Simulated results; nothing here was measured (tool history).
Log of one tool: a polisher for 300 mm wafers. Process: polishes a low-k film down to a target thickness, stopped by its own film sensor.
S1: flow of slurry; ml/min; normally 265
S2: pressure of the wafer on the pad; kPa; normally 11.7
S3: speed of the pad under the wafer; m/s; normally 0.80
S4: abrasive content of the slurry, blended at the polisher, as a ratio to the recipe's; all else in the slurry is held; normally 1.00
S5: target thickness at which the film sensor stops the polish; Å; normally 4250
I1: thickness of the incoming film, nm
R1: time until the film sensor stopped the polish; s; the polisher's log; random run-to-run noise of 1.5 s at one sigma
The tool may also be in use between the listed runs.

run	hour	S1	S2	S3	S4	S5	I1	R1
1	0.0	265	11.7	0.80	1.00	4310	454.1	79.6
2	14.0	265	11.7	0.80	1.00	4250	449.0	85.6
3	27.7	265	11.7	0.80	1.00	4250	442.9	61.2
4	45.7	265	11.7	0.80	1.00	4250	446.2	72.9
5	60.6	265	11.7	0.80	1.00	4250	444.6	71.8
# hour 67.6: worn pad replaced by a new one
6	68.8	265	11.7	0.80	1.00	4250	441.2	49.4
# hour 76.1: slurry blender recalibrated
7	85.1	225	11.7	0.60	1.00	4250	450.3	105.3
# hour 96.5: slurry nozzle cleaned
# hour 99.8: conditioning disc replaced and pad reconditioned
8	100.4	265	8.3	0.94	1.00	4250	455.0	113.3
# hour 109.9: head pressure recalibrated
9	117.1	265	11.7	1.08	1.00	4250	451.3	66.5
10	133.8	180	11.7	0.80	1.00	4250	457.5	115.1
11	143.9	265	11.7	0.80	1.00	4250	446.0	71.6

What will run 12 give?
12	156.5	225	11.7	0.80	0.85	4250	457.0	?

For run 12 the tool returned R1 117.5 s.
On a tool with no hidden condition, and with the same random variation, this run would have come out at R1 100.9 s.
